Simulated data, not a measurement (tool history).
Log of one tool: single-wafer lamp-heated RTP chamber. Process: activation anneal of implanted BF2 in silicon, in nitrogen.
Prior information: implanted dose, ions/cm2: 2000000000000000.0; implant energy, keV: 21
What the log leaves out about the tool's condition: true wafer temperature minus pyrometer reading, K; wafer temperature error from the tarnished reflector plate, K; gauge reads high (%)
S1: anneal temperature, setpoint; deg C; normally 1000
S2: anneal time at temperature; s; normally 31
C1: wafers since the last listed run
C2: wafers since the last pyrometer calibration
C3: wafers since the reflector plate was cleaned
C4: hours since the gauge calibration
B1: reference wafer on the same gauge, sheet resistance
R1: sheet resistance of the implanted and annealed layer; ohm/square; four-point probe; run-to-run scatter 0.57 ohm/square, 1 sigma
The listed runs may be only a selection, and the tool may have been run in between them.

Run 1, hour 0.0: usual settings; C1 0; C2 1336; C3 6150; C4 387.6; B1 180.14. Result: R1 151.88 ohm/square.
Run 2, hour 23.0: usual settings; C1 217; C2 1554; C3 6367; C4 410.6; B1 180.07. Result: R1 151.90 ohm/square.
Run 3, hour 46.7: usual settings; C1 224; C2 1778; C3 6591; C4 434.3; B1 179.89. Result: R1 151.23 ohm/square.
Run 4, hour 59.8: usual settings but S1 986 deg C; C1 123; C2 1902; C3 6715; C4 447.4; B1 179.89. Result: R1 171.27 ohm/square.
Run 5, hour 81.7: usual settings; C1 207; C2 2109; C3 6922; C4 469.3; B1 180.07. Result: R1 151.19 ohm/square.
Run 6, hour 95.8: usual settings but S1 1014 deg C, S2 37 s; C1 133; C2 2243; C3 7056; C4 483.4; B1 179.97. Result: R1 129.11 ohm/square.
Run 7, hour 129.6: usual settings but S1 1014 deg C, S2 37 s; C1 319; C2 2562; C3 7376; C4 517.2; B1 180.05. Result: R1 128.47 ohm/square.
Run 8, hour 141.8: usual settings but S2 35 s; C1 115; C2 2678; C3 7491; C4 529.4; B1 179.99. Result: R1 147.29 ohm/square.
Run 9, hour 171.8: usual settings but S2 35 s; C1 283; C2 2961; C3 7775; C4 559.4; B1 180.13. Result: R1 147.18 ohm/square.
Run 10, hour 185.6: usual settings but S2 35 s; C1 130; C2 3092; C3 7905; C4 573.2; B1 180.09. Result: R1 146.60 ohm/square.
Run 11, hour 199.3: usual settings; C1 129; C2 3222; C3 8035; C4 586.9; B1 180.12. Result: R1 150.16 ohm/square.
At hour 209.1: pyrometer window cleaned and pyrometer calibrated.
Run 12, hour 218.4: usual settings; C1 104; C2 88; C3 8140; C4 606.0; B1 179.97. Result: R1 150.12 ohm/square.
Run 13, hour 237.9: usual settings; C1 184; C2 272; C3 8324; C4 625.5; B1 179.95. Result: R1 149.70 ohm/square.
Run 14, hour 260.1: usual settings; C1 209; C2 482; C3 8534; C4 647.7; B1 179.95. Result: R1 149.14 ohm/square.
Run 15, hour 328.2: usual settings; C1 644; C2 1126; C3 9178; C4 715.8; B1 179.88. Result: R1 148.79 ohm/square.
At hour 357.5: reflector plate cleaned.
Run 16, hour 364.0: usual settings but S1 1018 deg C; C1 262; C2 1389; C3 61; C4 751.6; B1 179.91. Result: R1 125.13 ohm/square.
Run 17, hour 384.1: usual settings but S2 38 s; C1 190; C2 1579; C3 251; C4 771.7; B1 179.74. Result: R1 139.36 ohm/square.
Run 18, hour 400.5: usual settings; C1 155; C2 1734; C3 406; C4 788.1; B1 180.09. Result: R1 144.99 ohm/square.
Run 19, hour 433.8: usual settings; C1 314; C2 2049; C3 721; C4 821.4; B1 180.12. Result: R1 145.74 ohm/square.
Run 20, hour 462.3: usual settings but S1 974 deg C, S2 17 s; C1 269; C2 2319; C3 991; C4 849.9; B1 180.15. Result: R1 199.86 ohm/square.
At hour 492.3: reflector plate cleaned, repeated, since the last time left the tool worse.
Run 21, hour 492.8: usual settings but S1 985 deg C; C1 212; C2 2532; C3 4; C4 880.4; B1 180.12. Result: R1 177.03 ohm/square.
Run 22, hour 498.8: usual settings but S2 42 s; C1 56; C2 2588; C3 61; C4 886.4; B1 180.12. Result: R1 144.38 ohm/square.
Run 23, hour 525.6: usual settings but S1 1020 deg C; C1 253; C2 2842; C3 315; C4 913.2; B1 179.87. Result: R1 129.15 ohm/square.
Run 24, hour 538.3: usual settings; C1 120; C2 2962; C3 435; C4 925.9; B1 179.94. Result: R1 153.32 ohm/square.
At hour 560.2: gauge calibrated.
At hour 569.9: pyrometer window cleaned and pyrometer calibrated.
Run 25, hour 572.0: usual settings but S1 977 deg C; C1 243; C2 20; C3 678; C4 11.8; B1 180.02. Result: R1 189.26 ohm/square.
Run 26, hour 584.5: usual settings but S1 982 deg C, S2 49 s; C1 118; C2 138; C3 796; C4 24.3; B1 180.14. Result: R1 166.85 ohm/square.
Run 27, hour 597.9: usual settings but S1 974 deg C; C1 126; C2 265; C3 923; C4 37.7; B1 180.12. Result: R1 193.55 ohm/square.
Run 28, hour 628.6: usual settings but S1 974 deg C, S2 17 s; C1 290; C2 555; C3 1213; C4 68.4; B1 179.95. Result: R1 210.73 ohm/square.
Run 29, hour 643.5: usual settings but S2 43 s; C1 140; C2 696; C3 1354; C4 83.3; B1 179.87. Result: R1 143.50 ohm/square.
Run 30, hour 657.3: usual settings but S1 1023 deg C, S2 16 s; C1 130; C2 826; C3 1485; C4 97.1; B1 179.96. Result: R1 144.58 ohm/square.
Run 31, hour 680.8: usual settings but S1 982 deg C, S2 40 s; C1 222; C2 1049; C3 1707; C4 120.6; B1 179.87. Result: R1 173.73 ohm/square.
Run 32, hour 702.6: usual settings but S1 981 deg C, S2 25 s; C1 206; C2 1255; C3 1913; C4 142.4; B1 179.88. Result: R1 189.58 ohm/square.
Run 33, hour 726.8: usual settings but S1 1015 deg C, S2 45 s; C1 228; C2 1484; C3 2142; C4 166.6; B1 180.06. Result: R1 125.19 ohm/square.
Run 34, hour 747.1: usual settings but S1 992 deg C, S2 21 s; C1 192; C2 1676; C3 2334; C4 186.9; B1 180.15. Result: R1 177.00 ohm/square.
Run 35, hour 767.2: usual settings but S1 1030 deg C, S2 37 s; C1 190; C2 1866; C3 2524; C4 207.0; B1 179.97. Result: R1 114.90 ohm/square.
Run 36, hour 789.7: usual settings but S1 970 deg C; C1 212; C2 2079; C3 2737; C4 229.5; B1 179.87. Result: R1 201.67 ohm/square.
Run 37, hour 820.2: usual settings but S2 25 s; C1 288; C2 2367; C3 3026; C4 260.0; B1 180.15. Result: R1 158.92 ohm/square.
Run 38, hour 840.2: usual settings but S1 986 deg C, S2 21 s; C1 189; C2 2556; C3 3215; C4 280.0; B1 179.87. Result: R1 185.02 ohm/square.

Take each entry between the runs: how does the hidden state at the last listed run before it differ from the hidden state at the first listed run after it?
Runs 11 to 12: pyrometer window cleaned and pyrometer calibrated (hour 209.1)
  wafer temperature error from the tarnished reflector plate, K: 3.28 -> 3.41
  the result without the hidden state subtracted from the measured one, R1: -4.40 -> -4.57 ohm/square
Runs 15 to 16: reflector plate cleaned (hour 357.5)
  wafer temperature error from the tarnished reflector plate, K: 4.21 -> 6.65
  the result without the hidden state subtracted from the measured one, R1: -5.63 -> -7.12 ohm/square
Runs 20 to 21: reflector plate cleaned, repeated, since the last time left the tool worse (hour 492.3)
  wafer temperature error from the tarnished reflector plate, K: 6.69 -> 0.387
  the result without the hidden state subtracted from the measured one, R1: -10.46 -> -0.61 ohm/square
Runs 24 to 25: gauge calibrated (hour 560.2); pyrometer window cleaned and pyrometer calibrated (hour 569.9)
  wafer temperature error from the tarnished reflector plate, K: 0.396 -> 0.412
  the result without the hidden state subtracted from the measured one, R1: -0.54 -> -0.69 ohm/square

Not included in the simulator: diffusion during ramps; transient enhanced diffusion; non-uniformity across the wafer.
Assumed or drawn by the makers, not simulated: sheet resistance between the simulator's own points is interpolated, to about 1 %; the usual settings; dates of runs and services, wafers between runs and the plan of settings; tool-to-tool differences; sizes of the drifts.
